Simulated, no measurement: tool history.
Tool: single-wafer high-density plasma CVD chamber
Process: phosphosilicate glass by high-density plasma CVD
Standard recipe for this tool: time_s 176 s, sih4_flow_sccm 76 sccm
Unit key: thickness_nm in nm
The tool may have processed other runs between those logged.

| run | day | time_s | sih4_flow_sccm | wafers since the last listed run | hours since the silane flow controller was replaced | hours since the gauge calibration | read-back reference wafer on the same gauge, thickness_nm | thickness_nm |
|---|---|---|---|---|---|---|---|---|
| 1 | 0 | 190 | 76 | 0 | 1801.4 | 13.9 | 1580.696 | 1468.722 |
| 2 | 1.288 | 176 | 81 | 209 | 1832.3 | 44.8 | 1578.902 | 1459.511 |
| 3 | 3.158 | 176 | 81 | 304 | 1877.2 | 89.7 | 1583.583 | 1450.421 |
| 4 | 4.204 | 176 | 72 | 170 | 1902.3 | 114.8 | 1581.323 | 1286.301 |
| 5 | 6.654 | 176 | 76 | 398 | 1961.1 | 173.6 | 1584.182 | 1350.893 |
| 6 | 8.667 | 176 | 76 | 327 | 2009.4 | 221.9 | 1582.867 | 1357.133 |
| 7 | 10.15 | 176 | 82 | 241 | 2045 | 257.5 | 1580.433 | 1460.295 |
| 8 | 12.317 | 176 | 82 | 352 | 2097 | 309.5 | 1582.072 | 1458.264 |
| 9 | 15.204 | 176 | 76 | 469 | 2166.3 | 378.8 | 1581.148 | 1353.989 |
| 10 | 17.125 | 176 | 76 | 312 | 2212.4 | 424.9 | 1580.946 | 1344.553 |
| 11 | 19.171 | 176 | 76 | 332 | 2261.5 | 474 | 1579.074 | 1351.918 |
| 12 | 20.821 | 176 | 76 | 268 | 2301.1 | 513.6 | 1579.37 | 1346.584 |
| 13 | 23.512 | 187 | 85 | 437 | 2365.7 | 578.2 | 1584.674 | 1597.967 |
|  | 24.679 | gauge calibrated |
| 14 | 26.296 | 167 | 80 | 452 | 2432.5 | 38.8 | 1584.674 | 1345.004 |
| 15 | 29.046 | 150 | 85 | 447 | 2498.5 | 104.8 | 1579.54 | 1268.799 |
| 16 | 31.358 | 205 | 69 | 376 | 2554 | 160.3 | 1581.893 | 1400.639 |
| 17 | 33.296 | 142 | 82 | 315 | 2600.5 | 206.8 | 1580.587 | 1158.649 |
| 18 | 35.583 | 176 | 76 | 372 | 2655.4 | 261.7 | 1579.239 | 1332.593 |
|  | 36.429 | silane flow controller replaced |
| 19 | 36.946 | 153 | 86 | 167 | 12.4 | 294.4 | 1577.588 | 1389.149 |
| 20 | 39.742 | 176 | 65 | 454 | 79.5 | 361.5 | 1580.93 | 1207.676 |

Estimate the outcome of run 21 from the log above:
| 21 | 41.642 | 163 | 72 | 308 | 125.1 | 407.1 | ? | ? |

{"run 21": {"read-back reference wafer on the same gauge, thickness_nm": 1583.598, "thickness_nm": 1233.696}}
The same run, on a tool lacking any hidden state, would have yielded thickness_nm 1239.779 nm.
